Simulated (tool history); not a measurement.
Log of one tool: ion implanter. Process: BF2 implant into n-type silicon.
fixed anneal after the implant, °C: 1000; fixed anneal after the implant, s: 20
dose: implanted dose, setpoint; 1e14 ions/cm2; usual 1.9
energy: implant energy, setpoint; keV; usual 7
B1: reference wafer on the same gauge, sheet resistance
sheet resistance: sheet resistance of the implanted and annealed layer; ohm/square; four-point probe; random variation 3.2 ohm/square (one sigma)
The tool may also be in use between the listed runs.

run 1 hour=0 | dose=1.9 energy=7 | B1=583.71 | sheet_resistance=653.04
run 2 hour=50.3 | dose=1.9 energy=7 | B1=583.8 | sheet_resistance=656.91
run 3 hour=328.3 | dose=1.9 energy=7 | B1=584.68 | sheet_resistance=649.33
run 4 hour=429.3 | dose=1.9 energy=7 | B1=583.63 | sheet_resistance=648.55
run 5 hour=474.5 | dose=1.9 energy=7 | B1=584.32 | sheet_resistance=650.93
run 6 hour=542.9 | dose=1.75 energy=5 | B1=585.37 | sheet_resistance=756.11
run 7 hour=579.2 | dose=1.75 energy=5 | B1=584.36 | sheet_resistance=754.34
run 8 hour=678.1 | dose=1.75 energy=5 | B1=584.28 | sheet_resistance=760.11
run 9 hour=778.3 | dose=2.3 energy=5.5 | B1=584.56 | sheet_resistance=604.42
run 10 hour=815 | dose=2.09 energy=7 | B1=583.96 | sheet_resistance=598.76
run 11 hour=861.6 | dose=2.09 energy=7 | B1=584.75 | sheet_resistance=606.62
-- hour=903.9 extraction supply calibrated
-- hour=925.5 gauge calibrated
run 12 hour=930.8 | dose=2.09 energy=7 | B1=583.35 | sheet_resistance=597.61
run 13 hour=984.4 | dose=1.9 energy=7 | B1=583.93 | sheet_resistance=649.4
run 14 hour=1058.1 | dose=1.78 energy=7 | B1=582.76 | sheet_resistance=679.79
run 15 hour=1136.9 | dose=2.17 energy=8 | B1=584.15 | sheet_resistance=560.73
run 16 hour=1209.9 | dose=1.9 energy=7 | B1=583.74 | sheet_resistance=641.88
run 17 hour=1312.1 | dose=1.48 energy=9 | B1=584.34 | sheet_resistance=743.94
run 18 hour=1348.4 | dose=1.9 energy=9.5 | B1=583.5 | sheet_resistance=599.98
run 19 hour=1394.7 | dose=1.34 energy=9.5 | B1=583.92 | sheet_resistance=803.03
run 20 hour=1454.2 | dose=2.36 energy=4.5 | B1=585.18 | sheet_resistance=641.86
run 21 hour=1539.4 | dose=2.24 energy=4.5 | B1=584.2 | sheet_resistance=665.46
run 22 hour=1602.1 | dose=2.31 energy=6 | B1=584.04 | sheet_resistance=584.09
run 23 hour=1709.6 | dose=2.05 energy=8 | B1=583.9 | sheet_resistance=585.95
run 24 hour=1752.7 | dose=1.46 energy=7.5 | B1=583.87 | sheet_resistance=762.27
-- hour=1765.4 Faraday cup replaced and dose calibrated
run 25 hour=1857.7 | dose=2.36 energy=4.5 | B1=583.77 | sheet_resistance=649.47
run 26 hour=1908.1 | dose=2.2 energy=7 | B1=584.56 | sheet_resistance=585.9
run 27 hour=2161.3 | dose=1.68 energy=5 | B1=584.13 | sheet_resistance=776.82
run 28 hour=2215 | dose=1.9 energy=7 | B1=584.23 | sheet_resistance=644.31

4 ways to go on from here, each from the tool as it stands after run 28. What would each give?
run A hour=2215.4 | dose=1.36 energy=7 | B1=? | sheet_resistance=?
run B hour=2215.4 | dose=2.27 energy=9 | B1=? | sheet_resistance=?
run C hour=2215.4 | dose=1.54 energy=6.5 | B1=? | sheet_resistance=?
run D hour=2215.4 | dose=1.37 energy=8.5 | B1=? | sheet_resistance=?

run=A B1=583.44 sheet_resistance=839.75
run=B B1=583.44 sheet_resistance=534.29
run=C B1=583.44 sheet_resistance=772.53
run=D B1=583.44 sheet_resistance=810.98
Without the tool's hidden state the same runs would have given:
run=A sheet_resistance=842.15
run=B sheet_resistance=535.75
run=C sheet_resistance=774.63
run=D sheet_resistance=813.4

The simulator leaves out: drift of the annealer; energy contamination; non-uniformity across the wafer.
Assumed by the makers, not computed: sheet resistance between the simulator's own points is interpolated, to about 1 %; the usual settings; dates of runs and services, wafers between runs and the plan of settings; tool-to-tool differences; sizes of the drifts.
